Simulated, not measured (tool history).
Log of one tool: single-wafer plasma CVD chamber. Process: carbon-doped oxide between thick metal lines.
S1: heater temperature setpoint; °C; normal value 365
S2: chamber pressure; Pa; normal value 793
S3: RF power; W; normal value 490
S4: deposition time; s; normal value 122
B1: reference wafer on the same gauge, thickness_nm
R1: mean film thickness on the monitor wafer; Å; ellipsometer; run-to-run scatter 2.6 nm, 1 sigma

run 1 hour=0 | S1=365 S2=793 S3=490 S4=122 | B1=645.035 | R1=5515.07
run 2 hour=34 | S1=365 S2=793 S3=490 S4=122 | B1=643.567 | R1=5480.51
run 3 hour=66.8 | S1=365 S2=793 S3=490 S4=122 | B1=643.66 | R1=5458.28
run 4 hour=88.1 | S1=365 S2=793 S3=490 S4=122 | B1=643.928 | R1=5479.4
-- hour=101 showerhead replaced
run 5 hour=160.5 | S1=365 S2=793 S3=490 S4=122 | B1=643.44 | R1=5456.85
run 6 hour=186.8 | S1=365 S2=748 S3=490 S4=104 | B1=640.729 | R1=4641.49
run 7 hour=218 | S1=365 S2=748 S3=490 S4=104 | B1=640.243 | R1=4653.21
-- hour=227.9 capacitance manometer re-zeroed and calibrated
run 8 hour=251.5 | S1=358 S2=793 S3=445 S4=122 | B1=641.065 | R1=5124.47
run 9 hour=276.8 | S1=365 S2=793 S3=490 S4=122 | B1=640.006 | R1=5442.58
-- hour=287.1 RF generator calibrated
run 10 hour=291.4 | S1=354 S2=648 S3=550 S4=100 | B1=640.616 | R1=4890.63
run 11 hour=318.1 | S1=356 S2=884 S3=490 S4=122 | B1=638.454 | R1=5650.09
run 12 hour=335.7 | S1=358 S2=712 S3=580 S4=142 | B1=639.936 | R1=7156.37
-- hour=355.2 thermocouple changed; heater temperature recalibrated
run 13 hour=361 | S1=365 S2=885 S3=540 S4=122 | B1=640.919 | R1=5903.81
-- hour=369.7 gauge calibrated
run 14 hour=384.3 | S1=365 S2=793 S3=490 S4=122 | B1=657.379 | R1=5598.88
run 15 hour=416.7 | S1=365 S2=793 S3=530 S4=122 | B1=652.985 | R1=5860.6
run 16 hour=440.8 | S1=365 S2=793 S3=530 S4=122 | B1=652.626 | R1=5901.13
run 17 hour=473.7 | S1=373 S2=793 S3=425 S4=104 | B1=651.434 | R1=4156.44
run 18 hour=499.1 | S1=365 S2=793 S3=395 S4=106 | B1=648.916 | R1=4024.46
run 19 hour=518.7 | S1=359 S2=740 S3=490 S4=131 | B1=648.96 | R1=5947.99
run 20 hour=533.8 | S1=365 S2=793 S3=490 S4=122 | B1=646.245 | R1=5513.78
run 21 hour=566.1 | S1=365 S2=859 S3=490 S4=143 | B1=647.061 | R1=6512.54
run 22 hour=600.9 | S1=365 S2=793 S3=490 S4=122 | B1=644.617 | R1=5498.58
run 23 hour=619.6 | S1=351 S2=793 S3=565 S4=122 | B1=644.036 | R1=6211.91
run 24 hour=648 | S1=352 S2=607 S3=465 S4=134 | B1=643.224 | R1=5788.72
run 25 hour=662.4 | S1=365 S2=793 S3=490 S4=122 | B1=644.066 | R1=5459.87
run 26 hour=698.2 | S1=365 S2=949 S3=490 S4=106 | B1=641.611 | R1=4834.59
run 27 hour=719.3 | S1=365 S2=793 S3=530 S4=122 | B1=641.697 | R1=5799.47
run 28 hour=745.2 | S1=365 S2=723 S3=400 S4=122 | B1=641.373 | R1=4599.22
run 29 hour=767.2 | S1=365 S2=793 S3=555 S4=100 | B1=640.067 | R1=4894.29

Consider 3 possible next runs. They are alternatives, not a sequence: every one starts from the tool as it was left by run 29. What does each give?
run A hour=767.6 | S1=365 S2=793 S3=490 S4=122 | B1=? | R1=?
run B hour=767.6 | S1=376 S2=793 S3=490 S4=122 | B1=? | R1=?
run C hour=767.6 | S1=365 S2=793 S3=455 S4=139 | B1=? | R1=?

run=A B1=639.636 R1=5449.84
run=B B1=639.636 R1=5340.49
run=C B1=639.636 R1=5874.3
Had the tool no hidden state, the same runs would have come out as:
run=A R1=5611.47
run=B R1=5498.88
run=C R1=6048.53
